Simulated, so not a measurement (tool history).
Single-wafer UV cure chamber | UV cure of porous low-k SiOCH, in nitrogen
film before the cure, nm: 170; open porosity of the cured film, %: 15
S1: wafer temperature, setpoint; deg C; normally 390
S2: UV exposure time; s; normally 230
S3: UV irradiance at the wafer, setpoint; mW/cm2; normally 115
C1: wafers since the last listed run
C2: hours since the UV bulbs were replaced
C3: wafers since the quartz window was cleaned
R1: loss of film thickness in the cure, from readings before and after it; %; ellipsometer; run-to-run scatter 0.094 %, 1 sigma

run 1 day=0 | S1=390 S2=230 S3=115 | C1=0 C2=1502.4 C3=1580 | R1=10.654
run 2 day=2.321 | S1=390 S2=230 S3=115 | C1=380 C2=1558.1 C3=1961 | R1=10.699
run 3 day=5.033 | S1=390 S2=230 S3=115 | C1=444 C2=1623.2 C3=2405 | R1=10.641
run 4 day=6.558 | S1=390 S2=230 S3=115 | C1=250 C2=1659.8 C3=2656 | R1=10.484
run 5 day=8.4 | S1=390 S2=230 S3=115 | C1=302 C2=1704 C3=2958 | R1=10.422
-- day=13.583 quartz window cleaned
run 6 day=15.296 | S1=390 S2=230 S3=115 | C1=1076 C2=1869.5 C3=281 | R1=10.921
-- day=22.896 UV bulbs replaced
run 7 day=24.262 | S1=390 S2=230 S3=115 | C1=1415 C2=32.8 C3=1697 | R1=10.514
run 8 day=25.288 | S1=390 S2=230 S3=115 | C1=168 C2=57.4 C3=1865 | R1=10.537
run 9 day=33.221 | S1=376 S2=230 S3=131 | C1=1301 C2=247.8 C3=3166 | R1=10.625
run 10 day=36.021 | S1=390 S2=230 S3=115 | C1=459 C2=315 C3=3625 | R1=10.18
-- day=37.788 quartz window cleaned
run 11 day=38.833 | S1=390 S2=230 S3=115 | C1=406 C2=382.5 C3=171 | R1=10.903
run 12 day=40.062 | S1=374 S2=230 S3=153 | C1=201 C2=412 C3=373 | R1=11.87
run 13 day=42.112 | S1=409 S2=270 S3=100 | C1=336 C2=461.2 C3=709 | R1=11.186
run 14 day=44.933 | S1=390 S2=230 S3=154 | C1=462 C2=528.9 C3=1171 | R1=11.859

For run 15, what comes out?
run 15 day=47.058 | S1=390 S2=230 S3=91 | C1=348 C2=579.9 C3=1520 | R1=?

R1: 9.722 %
Minus the tool's unlogged condition, the same run would have read R1 10.154 %.

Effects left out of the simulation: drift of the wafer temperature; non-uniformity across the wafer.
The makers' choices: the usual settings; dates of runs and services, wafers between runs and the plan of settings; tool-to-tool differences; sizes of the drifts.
